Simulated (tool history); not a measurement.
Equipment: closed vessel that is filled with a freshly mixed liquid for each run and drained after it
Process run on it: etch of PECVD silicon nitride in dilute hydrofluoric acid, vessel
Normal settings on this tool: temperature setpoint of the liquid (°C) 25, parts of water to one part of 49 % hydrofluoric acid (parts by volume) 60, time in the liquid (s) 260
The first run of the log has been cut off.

run	day	temperature setpoint of the liquid (°C)	parts of water to one part of 49 % hydrofluoric acid (parts by volume)	time in the liquid (s)	read-back film thickness of the PECVD silicon nitride reference wafer, read on the same gauge (nm)	thickness taken off the PECVD silicon nitride on a monitor wafer (nm)
2	0.871	25	80	260	140	10.82
# day 1.388: hydrofluoric acid flow meter replaced
3	2.175	25	80	260	139.99	10.29
4	3.354	25	80	260	139.96	10.25
# day 4.067: gauge calibrated
5	4.662	28	60	260	140	16.61
6	5.504	22.5	60	260	139.99	11.46
7	6.221	22.5	60	260	140.01	11.57
8	7.088	26	60	260	140	14.79
9	8.279	26	60	260	139.99	14.65
10	9.642	26	60	260	140.03	14.81
# day 10.179: thermometer replaced
11	10.638	25	60	200	139.99	9.58
12	11.829	22	75	260	139.99	8.3
13	13.171	23.5	70	370	140.02	13.79
14	14.146	21.5	60	260	139.98	9.9
15	16.479	25	40	355	139.97	25.5
16	17.438	20	60	260	140.01	9.04
17	18.729	26	60	260	140	13.5
18	20.088	28.5	40	140	140.02	12.85
19	21.429	29	60	260	139.98	16.59
20	22.596	23	75	380	140	13.18
21	23.412	21	60	260	139.98	9.72

Run 22 comes next. What will it give?
22	24.862	25	40	355	?	?

{"run 22": {"read-back film thickness of the PECVD silicon nitride reference wafer, read on the same gauge (nm)": 140, "thickness taken off the PECVD silicon nitride on a monitor wafer (nm)": 26.1}}
Were there no unlogged condition in the tool, this run, its random variation unchanged, would have produced thickness taken off the PECVD silicon nitride on a monitor wafer (nm) 25.08.
